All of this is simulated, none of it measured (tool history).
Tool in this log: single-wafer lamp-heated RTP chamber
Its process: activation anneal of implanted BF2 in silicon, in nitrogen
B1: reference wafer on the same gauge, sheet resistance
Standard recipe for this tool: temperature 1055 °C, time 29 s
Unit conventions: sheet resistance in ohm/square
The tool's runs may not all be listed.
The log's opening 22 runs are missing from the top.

Run 23, hour 522.7: usual settings but time 44 s; B1 498.99. Result: sheet resistance 436.52 ohm/square.
At hour 560.4: reflector plate cleaned.
Run 24, hour 560.9: usual settings but time 34 s; B1 499.14. Result: sheet resistance 441.02 ohm/square.
At hour 585.9: pyrometer window cleaned and pyrometer calibrated.
Run 25, hour 588.6: usual settings but temperature 1069 °C; B1 498.51. Result: sheet resistance 440.06 ohm/square.
Run 26, hour 611.5: usual settings but temperature 1069 °C, time 16 s; B1 498.92. Result: sheet resistance 451.78 ohm/square.
Run 27, hour 645: usual settings but temperature 1040 °C, time 44 s; B1 499.24. Result: sheet resistance 442.22 ohm/square.
Run 28, hour 668.9: usual settings but temperature 1065 °C, time 23 s; B1 499.05. Result: sheet resistance 445.07 ohm/square.
Run 29, hour 700.1: usual settings but time 45 s; B1 499.2. Result: sheet resistance 437.43 ohm/square.
Run 30, hour 723.3: usual settings but temperature 1085 °C, time 39 s; B1 499.1. Result: sheet resistance 425.99 ohm/square.
Run 31, hour 740.5: usual settings; B1 498.92. Result: sheet resistance 443.8 ohm/square.
Run 32, hour 770.2: usual settings but temperature 1063 °C, time 40 s; B1 498.97. Result: sheet resistance 435.1 ohm/square.
Run 33, hour 803.3: usual settings but temperature 1032 °C, time 15 s; B1 499.15. Result: sheet resistance 456.46 ohm/square.
At hour 818.3: pyrometer window cleaned and pyrometer calibrated.
Run 34, hour 822.2: usual settings; B1 499.13. Result: sheet resistance 445.49 ohm/square.
Run 35, hour 850.2: usual settings; B1 499.52. Result: sheet resistance 444.77 ohm/square.
Run 36, hour 873.7: usual settings; B1 499.05. Result: sheet resistance 444.23 ohm/square.
Run 37, hour 906.7: usual settings but temperature 1084 °C, time 41 s; B1 498.69. Result: sheet resistance 426.63 ohm/square.

Branching from run 37: 4 alternative next runs. What would each branch give?
Run A, hour 907.1: usual settings; B1 ?. Result: sheet resistance ?.
Run B, hour 907.1: usual settings but temperature 1035 °C; B1 ?. Result: sheet resistance ?.
Run C, hour 907.1: usual settings but temperature 1042 °C; B1 ?. Result: sheet resistance ?.
Run D, hour 907.1: usual settings but temperature 1075 °C, time 12 s; B1 ?. Result: sheet resistance ?.

run     B1  sheet resistance
  A  498.6            444.52
  B  498.6             449.9
  C  498.6            448.33
  D  498.6            453.18
The same runs, with their run-to-run variation unchanged, on a tool lacking any hidden condition would have given:
run  sheet resistance
  A            445.65
  B            450.56
  C            449.14
  D            453.93

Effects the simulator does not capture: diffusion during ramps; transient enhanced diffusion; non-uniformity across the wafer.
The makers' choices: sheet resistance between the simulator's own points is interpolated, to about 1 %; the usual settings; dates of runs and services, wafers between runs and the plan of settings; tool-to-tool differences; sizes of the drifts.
